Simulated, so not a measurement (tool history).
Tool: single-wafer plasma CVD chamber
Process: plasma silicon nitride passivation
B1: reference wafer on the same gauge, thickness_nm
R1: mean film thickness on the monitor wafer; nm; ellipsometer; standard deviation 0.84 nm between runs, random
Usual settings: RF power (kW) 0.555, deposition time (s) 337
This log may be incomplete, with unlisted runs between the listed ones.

Run 1, day 0: usual settings; B1 408.914. Result: R1 493.826 nm.
Run 2, day 1.021: usual settings; B1 408.993. Result: R1 493.909 nm.
Run 3, day 2.938: usual settings but deposition time (s) 374; B1 409.028. Result: R1 548.492 nm.
Run 4, day 4.425: usual settings but deposition time (s) 374; B1 408.929. Result: R1 548.683 nm.
Run 5, day 5.338: usual settings but deposition time (s) 374; B1 409.021. Result: R1 549.619 nm.
Run 6, day 6.704: usual settings but RF power (kW) 0.515; B1 409.116. Result: R1 486.875 nm.
Run 7, day 8.083: usual settings but RF power (kW) 0.515; B1 409.023. Result: R1 487.498 nm.
At day 8.55: RF generator calibrated.
Run 8, day 9.083: usual settings but RF power (kW) 0.63; B1 408.943. Result: R1 513.468 nm.
Run 9, day 10.488: usual settings; B1 409.049. Result: R1 501.887 nm.
At day 11.392: gauge calibrated.
Run 10, day 11.812: usual settings but RF power (kW) 0.455, deposition time (s) 391; B1 408.964. Result: R1 556.955 nm.
Run 11, day 12.846: usual settings but RF power (kW) 0.515, deposition time (s) 369; B1 408.946. Result: R1 539.325 nm.
Run 12, day 13.562: usual settings but RF power (kW) 0.5; B1 409.016. Result: R1 490.005 nm.
At day 14.15: showerhead replaced.
Run 13, day 14.433: usual settings but RF power (kW) 0.495, deposition time (s) 284; B1 409.149. Result: R1 410.764 nm.
Run 14, day 15.054: usual settings but RF power (kW) 0.45, deposition time (s) 391; B1 409.024. Result: R1 557.276 nm.
Run 15, day 16.488: usual settings; B1 408.995. Result: R1 497.351 nm.
Run 16, day 17.454: usual settings but RF power (kW) 0.465, deposition time (s) 371; B1 409.003. Result: R1 528.632 nm.
Run 17, day 18.346: usual settings but RF power (kW) 0.52, deposition time (s) 402; B1 409.091. Result: R1 584.521 nm.
Run 18, day 19.108: usual settings but deposition time (s) 374; B1 409.007. Result: R1 551.218 nm.
Run 19, day 20.317: usual settings but RF power (kW) 0.495, deposition time (s) 310; B1 409.045. Result: R1 447.686 nm.

4 ways to go on from here, each from the tool as it stands after run 19. What would each give?
Run A, day 20.338: usual settings; B1 ?. Result: R1 ?.
Run B, day 20.338: usual settings but RF power (kW) 0.615, deposition time (s) 302; B1 ?. Result: R1 ?.
Run C, day 20.338: usual settings but deposition time (s) 297; B1 ?. Result: R1 ?.
Run D, day 20.338: usual settings but RF power (kW) 0.495, deposition time (s) 376; B1 ?. Result: R1 ?.

run       B1       R1
  A  409.109  496.372
  B  409.109  453.721
  C  409.109  437.456
  D  409.109  542.191
Take away the tool's hidden state, keep each run's random variation, and the runs would have read:
run       R1
  A    502.1
  B  458.957
  C  442.504
  D  548.447
